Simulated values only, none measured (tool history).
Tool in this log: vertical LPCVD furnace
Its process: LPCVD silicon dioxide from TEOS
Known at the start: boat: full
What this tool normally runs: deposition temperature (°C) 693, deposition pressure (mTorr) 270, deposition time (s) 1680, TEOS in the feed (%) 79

| run | day | deposition temperature (°C) | deposition pressure (mTorr) | deposition time (s) | TEOS in the feed (%) | wafers since the last listed run | hours since the last temperature calibration | hours since the pressure gauge was zeroed | hours since the TEOS flow controller was replaced | hours since the gauge calibration | read-back reference wafer on the same gauge, thickness | film thickness on the monitor wafer in the middle of the boat (angstrom) |
|---|---|---|---|---|---|---|---|---|---|---|---|---|
| 1 | 0.000 | 693 | 270 | 1680 | 79 | 0 | 1856.2 | 4053.2 | 4844.6 | 494.1 | 189.10 | 2040.1 |
| 2 | 2.704 | 693 | 270 | 1680 | 79 | 1512 | 1921.1 | 4118.1 | 4909.5 | 559.0 | 189.13 | 2039.3 |
| 3 | 5.504 | 693 | 270 | 1680 | 79 | 1566 | 1988.3 | 4185.3 | 4976.7 | 626.2 | 188.98 | 2043.5 |
| 4 | 7.188 | 693 | 270 | 1680 | 79 | 941 | 2028.7 | 4225.7 | 5017.1 | 666.6 | 188.97 | 2054.6 |
| 5 | 8.912 | 693 | 270 | 1680 | 79 | 965 | 2070.1 | 4267.1 | 5058.5 | 708.0 | 188.94 | 2043.8 |
| 6 | 11.229 | 693 | 270 | 1680 | 79 | 1296 | 2125.7 | 4322.7 | 5114.1 | 763.6 | 189.06 | 2046.5 |
| 7 | 12.488 | 693 | 270 | 1680 | 79 | 704 | 2155.9 | 4352.9 | 5144.3 | 793.8 | 188.88 | 2060.7 |
|  | 16.033 | pressure gauge zeroed |
|  | 16.650 | thermocouples replaced and temperature profile calibrated |
| 8 | 18.212 | 693 | 270 | 1680 | 79 | 2298 | 37.5 | 52.3 | 5281.7 | 931.2 | 189.14 | 1965.4 |
| 9 | 19.221 | 693 | 270 | 1680 | 79 | 564 | 61.7 | 76.5 | 5305.9 | 955.4 | 189.02 | 1984.4 |
| 10 | 21.608 | 693 | 270 | 1680 | 79 | 1335 | 119.0 | 133.8 | 5363.2 | 1012.7 | 189.13 | 1971.9 |
| 11 | 23.188 | 693 | 270 | 1680 | 79 | 883 | 156.9 | 171.7 | 5401.1 | 1050.6 | 188.97 | 1975.4 |
| 12 | 25.383 | 693 | 270 | 1680 | 79 | 1228 | 209.6 | 224.4 | 5453.8 | 1103.3 | 189.27 | 1966.1 |
| 13 | 26.704 | 693 | 240 | 2070 | 72 | 739 | 241.3 | 256.1 | 5485.5 | 1135.0 | 189.07 | 2192.5 |
| 14 | 28.871 | 693 | 270 | 1680 | 79 | 1212 | 293.3 | 308.1 | 5537.5 | 1187.0 | 189.13 | 1962.6 |
| 15 | 30.158 | 693 | 305 | 1680 | 72 | 720 | 324.2 | 339.0 | 5568.4 | 1217.9 | 188.95 | 2016.2 |
| 16 | 32.746 | 693 | 270 | 1680 | 79 | 1447 | 386.3 | 401.1 | 5630.5 | 1280.0 | 189.10 | 1982.6 |
| 17 | 33.879 | 700 | 290 | 1080 | 93 | 634 | 413.5 | 428.3 | 5657.7 | 1307.2 | 189.09 | 1685.4 |
|  | 35.583 | TEOS flow controller replaced |
| 18 | 35.604 | 693 | 270 | 1680 | 79 | 405 | 454.9 | 469.7 | 0.5 | 1348.6 | 188.95 | 1984.5 |
|  | 37.288 | gauge calibrated |
| 19 | 37.717 | 693 | 310 | 1470 | 79 | 1181 | 505.6 | 520.4 | 51.2 | 10.3 | 189.03 | 1850.9 |
| 20 | 39.867 | 685 | 325 | 1230 | 88 | 1202 | 557.2 | 572.0 | 102.8 | 61.9 | 189.11 | 1389.5 |
| 21 | 42.596 | 693 | 270 | 1680 | 79 | 1526 | 622.7 | 637.5 | 168.3 | 127.4 | 189.07 | 1989.9 |
| 22 | 45.550 | 703 | 245 | 1680 | 92 | 1652 | 693.6 | 708.4 | 239.2 | 198.3 | 189.13 | 2590.2 |
| 23 | 47.421 | 698 | 300 | 2340 | 95 | 1046 | 738.5 | 753.3 | 284.1 | 243.2 | 189.01 | 3561.3 |
| 24 | 48.658 | 683 | 270 | 1680 | 79 | 692 | 768.2 | 783.0 | 313.8 | 272.9 | 188.76 | 1569.7 |

How the hidden state differs across the entries between the runs, from the last listed run before each to the first after it:
In the gap between runs 7 and 8: pressure gauge zeroed (day 16.033); thermocouples replaced and temperature profile calibrated (day 16.650)
  true tube temperature minus thermocouple reading, K: 1.82 -> 0.0529
  measured result minus the result with no hidden state, film thickness on the monitor wafer in the middle of the boat (angstrom): +86.5 -> +2.5
In the gap between runs 17 and 18: TEOS flow controller replaced (day 35.583)
  true tube temperature minus thermocouple reading, K: 0.33 -> 0.361
  measured result minus the result with no hidden state, film thickness on the monitor wafer in the middle of the boat (angstrom): +12.9 -> +16.8
In the gap between runs 18 and 19: gauge calibrated (day 37.288)
  true tube temperature minus thermocouple reading, K: 0.361 -> 0.398
  measured result minus the result with no hidden state, film thickness on the monitor wafer in the middle of the boat (angstrom): +16.8 -> +17.3
